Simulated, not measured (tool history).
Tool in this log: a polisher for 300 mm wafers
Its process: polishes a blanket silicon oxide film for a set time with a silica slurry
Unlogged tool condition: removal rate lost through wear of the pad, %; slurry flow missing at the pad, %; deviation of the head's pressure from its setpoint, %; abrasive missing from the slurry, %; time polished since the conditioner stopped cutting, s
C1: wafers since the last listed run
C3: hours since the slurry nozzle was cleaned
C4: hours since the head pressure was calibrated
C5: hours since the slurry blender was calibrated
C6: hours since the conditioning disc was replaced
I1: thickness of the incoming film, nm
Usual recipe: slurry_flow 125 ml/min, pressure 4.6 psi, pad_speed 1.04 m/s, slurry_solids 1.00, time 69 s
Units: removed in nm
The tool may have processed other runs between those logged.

run 1 hour=0.0 | slurry_flow=125 pressure=4.6 pad_speed=1.04 slurry_solids=1.00 time=87 | C1=0 wafers_polished_on_this_pad=2556 C3=500.9 C4=170.5 C5=91.5 C6=256.6 | I1=903.6 | removed=279.0
-- hour=19.9 slurry nozzle cleaned
run 2 hour=25.4 | slurry_flow=125 pressure=4.6 pad_speed=1.04 slurry_solids=1.10 time=69 | C1=166 wafers_polished_on_this_pad=2722 C3=5.5 C4=195.9 C5=116.9 C6=282.0 | I1=892.6 | removed=234.6
-- hour=106.7 worn pad replaced by a new one
-- hour=150.8 conditioning disc replaced and pad reconditioned
run 3 hour=151.3 | slurry_flow=125 pressure=4.6 pad_speed=1.04 slurry_solids=1.10 time=69 | C1=816 wafers_polished_on_this_pad=289 C3=131.4 C4=321.8 C5=242.8 C6=0.5 | I1=904.6 | removed=238.7
run 4 hour=217.6 | slurry_flow=125 pressure=4.6 pad_speed=1.04 slurry_solids=1.00 time=69 | C1=451 wafers_polished_on_this_pad=741 C3=197.7 C4=388.1 C5=309.1 C6=66.8 | I1=890.1 | removed=227.3
-- hour=258.9 head pressure recalibrated
run 5 hour=286.9 | slurry_flow=125 pressure=3.5 pad_speed=0.94 slurry_solids=1.00 time=69 | C1=458 wafers_polished_on_this_pad=1199 C3=267.0 C4=28.0 C5=378.4 C6=136.1 | I1=879.5 | removed=166.5
-- hour=304.5 slurry blender recalibrated
run 6 hour=353.1 | slurry_flow=125 pressure=4.6 pad_speed=0.84 slurry_solids=1.25 time=69 | C1=437 wafers_polished_on_this_pad=1636 C3=333.2 C4=94.2 C5=48.6 C6=202.3 | I1=874.9 | removed=216.0
run 7 hour=415.1 | slurry_flow=145 pressure=4.6 pad_speed=1.04 slurry_solids=1.00 time=84 | C1=422 wafers_polished_on_this_pad=2058 C3=395.2 C4=156.2 C5=110.6 C6=264.3 | I1=893.1 | removed=282.7
run 8 hour=449.0 | slurry_flow=145 pressure=4.6 pad_speed=1.30 slurry_solids=1.15 time=69 | C1=230 wafers_polished_on_this_pad=2289 C3=429.1 C4=190.1 C5=144.5 C6=298.2 | I1=874.7 | removed=275.9
run 9 hour=497.8 | slurry_flow=145 pressure=5.1 pad_speed=1.04 slurry_solids=1.00 time=69 | C1=332 wafers_polished_on_this_pad=2621 C3=477.9 C4=238.9 C5=193.3 C6=347.0 | I1=888.6 | removed=254.1
-- hour=562.6 worn pad replaced by a new one
run 10 hour=563.1 | slurry_flow=125 pressure=4.6 pad_speed=1.28 slurry_solids=1.00 time=82 | C1=417 wafers_polished_on_this_pad=3 C3=543.2 C4=304.2 C5=258.6 C6=412.3 | I1=889.7 | removed=315.7
run 11 hour=594.6 | slurry_flow=125 pressure=4.6 pad_speed=1.04 slurry_solids=1.00 time=87 | C1=214 wafers_polished_on_this_pad=217 C3=574.7 C4=335.7 C5=290.1 C6=443.8 | I1=895.0 | removed=296.0
run 12 hour=626.8 | slurry_flow=125 pressure=4.6 pad_speed=1.04 slurry_solids=1.00 time=76 | C1=219 wafers_polished_on_this_pad=437 C3=606.9 C4=367.9 C5=322.3 C6=476.0 | I1=878.1 | removed=258.1
-- hour=628.7 slurry nozzle cleaned
-- hour=638.6 conditioning disc replaced and pad reconditioned
run 13 hour=680.4 | slurry_flow=125 pressure=3.5 pad_speed=1.04 slurry_solids=1.00 time=69 | C1=344 wafers_polished_on_this_pad=781 C3=51.7 C4=421.5 C5=375.9 C6=41.8 | I1=887.5 | removed=178.1
-- hour=710.8 head pressure recalibrated
run 14 hour=725.4 | slurry_flow=125 pressure=4.6 pad_speed=0.78 slurry_solids=1.00 time=69 | C1=292 wafers_polished_on_this_pad=1074 C3=96.7 C4=14.6 C5=420.9 C6=86.8 | I1=906.0 | removed=196.2
-- hour=736.1 slurry blender recalibrated
run 15 hour=789.0 | slurry_flow=125 pressure=4.6 pad_speed=1.04 slurry_solids=1.00 time=69 | C1=419 wafers_polished_on_this_pad=1493 C3=160.3 C4=78.2 C5=52.9 C6=150.4 | I1=885.7 | removed=227.2
run 16 hour=865.2 | slurry_flow=145 pressure=3.4 pad_speed=1.38 slurry_solids=1.00 time=87 | C1=518 wafers_polished_on_this_pad=2012 C3=236.5 C4=154.4 C5=129.1 C6=226.6 | I1=886.2 | removed=265.3
run 17 hour=895.8 | slurry_flow=125 pressure=4.6 pad_speed=1.38 slurry_solids=1.00 time=81 | C1=208 wafers_polished_on_this_pad=2221 C3=267.1 C4=185.0 C5=159.7 C6=257.2 | I1=887.2 | removed=309.9
run 18 hour=967.0 | slurry_flow=125 pressure=4.6 pad_speed=1.04 slurry_solids=1.00 time=69 | C1=484 wafers_polished_on_this_pad=2705 C3=338.3 C4=256.2 C5=230.9 C6=328.4 | I1=890.2 | removed=225.1
run 19 hour=1033.5 | slurry_flow=125 pressure=4.6 pad_speed=1.14 slurry_solids=1.00 time=58 | C1=452 wafers_polished_on_this_pad=3158 C3=404.8 C4=322.7 C5=297.4 C6=394.9 | I1=881.7 | removed=197.8
-- hour=1044.2 worn pad replaced by a new one
run 20 hour=1064.6 | slurry_flow=125 pressure=4.6 pad_speed=1.34 slurry_solids=1.00 time=69 | C1=184 wafers_polished_on_this_pad=139 C3=435.9 C4=353.8 C5=328.5 C6=426.0 | I1=887.8 | removed=269.5
run 21 hour=1112.2 | slurry_flow=125 pressure=4.6 pad_speed=1.04 slurry_solids=1.00 time=69 | C1=324 wafers_polished_on_this_pad=463 C3=483.5 C4=401.4 C5=376.1 C6=473.6 | I1=898.6 | removed=230.7
-- hour=1132.6 conditioning disc replaced and pad reconditioned
run 22 hour=1169.8 | slurry_flow=105 pressure=4.6 pad_speed=1.14 slurry_solids=1.00 time=69 | C1=378 wafers_polished_on_this_pad=841 C3=541.1 C4=459.0 C5=433.7 C6=37.2 | I1=892.9 | removed=228.7
-- hour=1201.0 slurry nozzle cleaned
run 23 hour=1233.1 | slurry_flow=125 pressure=3.2 pad_speed=1.04 slurry_solids=1.30 time=69 | C1=424 wafers_polished_on_this_pad=1266 C3=32.1 C4=522.3 C5=497.0 C6=100.5 | I1=892.2 | removed=178.7
-- hour=1238.1 slurry blender recalibrated
-- hour=1258.4 head pressure recalibrated
run 24 hour=1424.8 | slurry_flow=105 pressure=4.6 pad_speed=1.04 slurry_solids=1.00 time=69 | C1=1278 wafers_polished_on_this_pad=2544 C3=223.8 C4=166.4 C5=186.7 C6=292.2 | I1=876.5 | removed=211.8

Predict each of these 5 candidate next runs independently; none follows another, all start after run 24:
run A hour=1425.2 | slurry_flow=125 pressure=4.6 pad_speed=1.04 slurry_solids=1.00 time=69 | C1=2 wafers_polished_on_this_pad=2546 C3=224.2 C4=166.8 C5=187.1 C6=292.6 | I1=899.0 | removed=?
run B hour=1425.2 | slurry_flow=150 pressure=3.5 pad_speed=1.14 slurry_solids=1.00 time=92 | C1=2 wafers_polished_on_this_pad=2546 C3=224.2 C4=166.8 C5=187.1 C6=292.6 | I1=899.0 | removed=?
run C hour=1425.2 | slurry_flow=95 pressure=4.0 pad_speed=1.04 slurry_solids=1.25 time=92 | C1=2 wafers_polished_on_this_pad=2546 C3=224.2 C4=166.8 C5=187.1 C6=292.6 | I1=899.0 | removed=?
run D hour=1425.2 | slurry_flow=125 pressure=3.9 pad_speed=0.74 slurry_solids=1.00 time=63 | C1=2 wafers_polished_on_this_pad=2546 C3=224.2 C4=166.8 C5=187.1 C6=292.6 | I1=899.0 | removed=?
run E hour=1425.2 | slurry_flow=140 pressure=4.6 pad_speed=1.04 slurry_solids=1.00 time=69 | C1=2 wafers_polished_on_this_pad=2546 C3=224.2 C4=166.8 C5=187.1 C6=292.6 | I1=899.0 | removed=?

run=A removed=221.0
run=B removed=251.9
run=C removed=261.7
run=D removed=144.5
run=E removed=226.3
The same runs, with their run-to-run variation unchanged, on a tool lacking any hidden condition would have given:
run=A removed=234.2
run=B removed=266.9
run=C removed=277.3
run=D removed=153.1
run=E removed=239.8
